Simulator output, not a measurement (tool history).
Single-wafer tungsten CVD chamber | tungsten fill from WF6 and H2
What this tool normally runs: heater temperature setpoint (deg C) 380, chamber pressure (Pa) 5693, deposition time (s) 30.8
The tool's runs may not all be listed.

run    hour  heater temperature setpoint (deg C)  chamber pressure (Pa)  deposition time (s)  read-back reference wafer on the same gauge, thickness_nm  mean film thickness on the monitor wafer (angstrom)
  1     0.0                                  380                   6146                 30.8                                                     76.906                                               697.41
  2    60.9                                  380                   6146                 30.8                                                     76.875                                               701.95
  3    88.4                                  380                   6146                 30.8                                                     76.922                                               701.33
  4   121.1                                  380                   6093                 30.8                                                     76.818                                               699.10
  5   172.9                                  380                   6093                 30.8                                                     76.887                                               702.44
  6   244.0                                  380                   6093                 30.8                                                     76.879                                               704.75
  7   304.8                                  375                   5693                 30.8                                                     76.962                                               629.40
  8   334.6                                  375                   5693                 30.8                                                     76.927                                               625.13
  9   402.9                                  380                   5693                 30.8                                                     76.920                                               700.27
 10   439.2                                  380                   5693                 30.8                                                     76.842                                               695.15
 11   482.4                                  380                   5693                 30.8                                                     76.901                                               698.04
 12   508.4                                  380                   5693                 30.8                                                     76.917                                               692.07
 13   567.8                                  380                   5693                 30.8                                                     76.924                                               690.28
 14   636.2                                  380                   5693                 30.8                                                     76.844                                               687.52
 15   703.1                                  380                   6253                 28.1                                                     76.838                                               648.13
 16   756.1                                  380                   5693                 30.8                                                     76.929                                               685.22
 17   799.9                                  368                   6453                 35.5                                                     76.853                                               619.75
 18   860.2                                  380                   5186                 30.8                                                     76.945                                               661.16
 19   928.4                                  372                   7013                 36.4                                                     76.835                                               727.08
 20   985.0                                  380                   7026                 30.8                                                     76.881                                               741.53
 21  1051.2                                  391                   6239                 29.2                                                     76.977                                               881.19
 22  1112.4                                  388                   5693                 30.8                                                     76.916                                               818.47
 23  1175.8                                  395                   5693                 34.9                                                     76.906                                              1078.26
 24  1210.5                                  380                   5693                 30.8                                                     76.892                                               682.72
 25  1274.7                                  375                   4720                 34.9                                                     76.879                                               595.37
 26  1329.3                                  375                   5293                 33.2                                                     76.892                                               613.39
 27  1388.2                                  380                   5693                 26.1                                                     76.893                                               578.15
 28  1426.7                                  380                   5693                 30.8                                                     76.900                                               715.95
 29  1502.8                                  380                   5693                 25.0                                                     76.922                                               577.02
 30  1550.0                                  380                   5693                 35.6                                                     76.930                                               812.35
 31  1593.6                                  380                   4866                 25.3                                                     76.867                                               508.96
 32  1643.8                                  380                   5693                 30.8                                                     76.934                                               698.85
 33  1709.3                                  391                   4386                 25.0                                                     77.009                                               583.29
 34  1757.0                                  373                   5200                 35.7                                                     76.999                                               641.19
 35  1820.4                                  395                   6626                 30.8                                                     76.902                                              1065.26

The log once held 5 entries between its listed runs, left out of this copy. Where does each go, and what is different about the tool's unlogged condition between the listed run before it and the listed run after it?
Runs 6 to 7: thermocouple changed; heater temperature recalibrated (hour 280.3)
  wafer temperature above the value expected at the setpoint (K): -1.81 -> -0.157
  what was measured, less what the result would be without the hidden state, mean film thickness on the monitor wafer (angstrom): -30.33 -> -2.34
Runs 8 to 9: gauge calibrated (hour 399.6)
  wafer temperature above the value expected at the setpoint (K): -0.296 -> -0.574
  what was measured, less what the result would be without the hidden state, mean film thickness on the monitor wafer (angstrom): -4.40 -> -9.43
Runs 15 to 16: capacitance manometer re-zeroed and calibrated (hour 724.3)
  wafer temperature above the value expected at the setpoint (K): -1.32 -> -1.39
  what was measured, less what the result would be without the hidden state, mean film thickness on the monitor wafer (angstrom): -20.19 -> -22.62
Runs 20 to 21: showerhead replaced, of another model than before (hour 1000.8)
  wafer temperature above the value expected at the setpoint (K): -1.62 -> -1.66
  what was measured, less what the result would be without the hidden state, mean film thickness on the monitor wafer (angstrom): -28.50 -> -32.23
Runs 27 to 28: thermocouple changed; heater temperature recalibrated (hour 1426.2)
  wafer temperature above the value expected at the setpoint (K): -1.78 -> 0.0113
  what was measured, less what the result would be without the hidden state, mean film thickness on the monitor wafer (angstrom): -24.55 -> +0.19
